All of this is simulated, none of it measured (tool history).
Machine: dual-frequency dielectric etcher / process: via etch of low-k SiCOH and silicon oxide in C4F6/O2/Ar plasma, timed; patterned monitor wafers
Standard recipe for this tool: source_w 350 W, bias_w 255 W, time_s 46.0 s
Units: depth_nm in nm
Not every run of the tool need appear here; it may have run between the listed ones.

run	day	source_w	bias_w	time_s	read-back reference wafer on the same gauge, depth_nm	depth_nm
1	0.000	350	255	55.5	133.7	165.6
2	0.854	350	235	53.0	134.1	151.8
3	1.667	350	255	46.0	134.1	135.2
4	2.392	350	255	50.0	134.0	149.0
5	3.192	350	255	50.0	134.1	147.0
6	4.192	350	255	50.0	133.9	147.4
7	4.938	350	255	46.0	134.1	134.9
8	5.592	350	255	46.0	134.1	133.5
9	6.421	350	255	46.0	133.9	136.0
10	9.988	300	255	46.0	133.9	129.0
# day 10.446: gauge calibrated
11	10.583	400	255	46.0	134.1	143.0
# day 11.492: bias power generator calibrated
# day 12.200: wet clean of the chamber
12	12.221	400	255	46.0	133.8	143.4
13	12.692	390	224	32.5	134.1	96.9
# day 13.229: source power generator calibrated
14	13.471	280	255	46.0	133.9	124.5
15	14.042	290	255	46.0	134.1	125.1
16	14.675	280	255	52.5	133.8	141.5
# day 16.792: upper electrode replaced
17	16.812	310	255	60.0	134.0	169.9
18	17.312	310	235	55.0	133.9	151.3
19	18.329	410	255	46.0	133.9	144.8
20	19.033	350	275	57.5	133.9	173.7
21	19.896	350	255	46.0	134.2	136.8
22	20.467	350	255	46.0	134.2	135.8
23	21.171	420	203	32.5	134.1	97.0
24	22.417	370	239	57.0	134.0	168.1
25	23.133	300	228	46.0	134.0	123.4

What if the next run were any one of these 5? Each begins from the tool's condition after run 25:
A	23.150	350	255	46.0	?	?
B	23.150	280	236	50.5	?	?
C	23.150	320	218	33.5	?	?
D	23.150	260	293	38.5	?	?
E	23.150	260	255	52.5	?	?

run	read-back reference wafer on the same gauge, depth_nm	depth_nm
A	134.0	137.1
B	134.0	133.5
C	134.0	91.2
D	134.0	106.5
E	134.0	138.2
Had the tool no hidden state, the same runs would have come out as:
run	depth_nm
A	137.1
B	133.5
C	91.2
D	106.5
E	138.2

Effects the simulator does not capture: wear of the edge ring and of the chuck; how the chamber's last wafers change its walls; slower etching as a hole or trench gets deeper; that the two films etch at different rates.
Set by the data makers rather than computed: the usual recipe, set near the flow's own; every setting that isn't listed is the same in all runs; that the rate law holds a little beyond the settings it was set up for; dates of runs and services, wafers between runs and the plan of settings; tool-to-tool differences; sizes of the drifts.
